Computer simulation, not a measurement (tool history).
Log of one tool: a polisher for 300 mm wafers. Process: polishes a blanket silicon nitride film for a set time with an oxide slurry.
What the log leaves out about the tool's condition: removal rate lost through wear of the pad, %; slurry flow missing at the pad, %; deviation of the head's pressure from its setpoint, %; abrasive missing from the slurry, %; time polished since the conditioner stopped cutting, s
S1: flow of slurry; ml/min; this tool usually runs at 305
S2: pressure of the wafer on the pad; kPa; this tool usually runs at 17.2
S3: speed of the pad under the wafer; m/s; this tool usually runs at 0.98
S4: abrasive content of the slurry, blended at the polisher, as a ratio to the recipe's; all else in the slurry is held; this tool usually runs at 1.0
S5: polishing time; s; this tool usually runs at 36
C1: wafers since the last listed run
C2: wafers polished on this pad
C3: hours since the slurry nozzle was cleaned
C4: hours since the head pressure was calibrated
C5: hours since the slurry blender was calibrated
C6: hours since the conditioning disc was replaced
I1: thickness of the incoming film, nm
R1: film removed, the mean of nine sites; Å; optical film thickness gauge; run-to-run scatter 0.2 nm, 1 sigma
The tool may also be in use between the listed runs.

run,hour,S1,S2,S3,S4,S5,C1,C2,C3,C4,C5,C6,I1,R1
1,0.0,305,17.2,0.98,1.0,36,0,1246,452.1,517.8,115.5,205.5,382.0,144
2,32.4,305,17.2,0.98,1.0,36,394,1641,484.5,550.2,147.9,237.9,373.3,138
# hour 60.3: worn pad replaced by a new one
3,68.2,305,17.2,0.98,1.0,40,387,96,520.3,586.0,183.7,273.7,385.5,153
# hour 218.9: worn pad replaced by a new one
4,219.4,305,17.2,0.98,1.0,40,1793,6,671.5,737.2,334.9,424.9,375.0,151
# hour 230.9: head pressure recalibrated
5,245.6,305,17.2,0.98,1.0,40,294,301,697.7,14.7,361.1,451.1,381.3,150
# hour 284.6: conditioning disc replaced and pad reconditioned
6,306.6,305,17.2,0.98,1.0,36,718,1019,758.7,75.7,422.1,22.0,382.9,135
# hour 319.0: slurry nozzle cleaned
7,333.6,305,17.2,0.98,1.0,36,316,1336,14.6,102.7,449.1,49.0,382.9,129
8,380.8,305,17.2,0.98,1.0,36,574,1911,61.8,149.9,496.3,96.2,376.5,127
# hour 389.4: worn pad replaced by a new one
# hour 398.0: slurry blender recalibrated
9,420.6,345,22.1,0.98,0.9,36,411,355,101.6,189.7,22.6,136.0,378.6,176
10,446.8,345,17.2,0.86,1.0,23,319,674,127.8,215.9,48.8,162.2,378.9,81
11,489.3,305,17.2,0.98,1.0,36,517,1192,170.3,258.4,91.3,204.7,376.0,143
12,516.1,370,19.3,0.98,1.0,36,326,1518,197.1,285.2,118.1,231.5,375.0,159

Run 13, settings as shown, results not yet in. Your forecast:
# hour 530.6: worn pad replaced by a new one
13,542.6,305,17.2,0.98,1.0,36,274,146,223.6,311.7,144.6,258.0,379.6,?

{"run 13": {"R1": 141}}
Were there no unlogged condition in the tool, this run, its random variation unchanged, would have produced R1 142 Å.
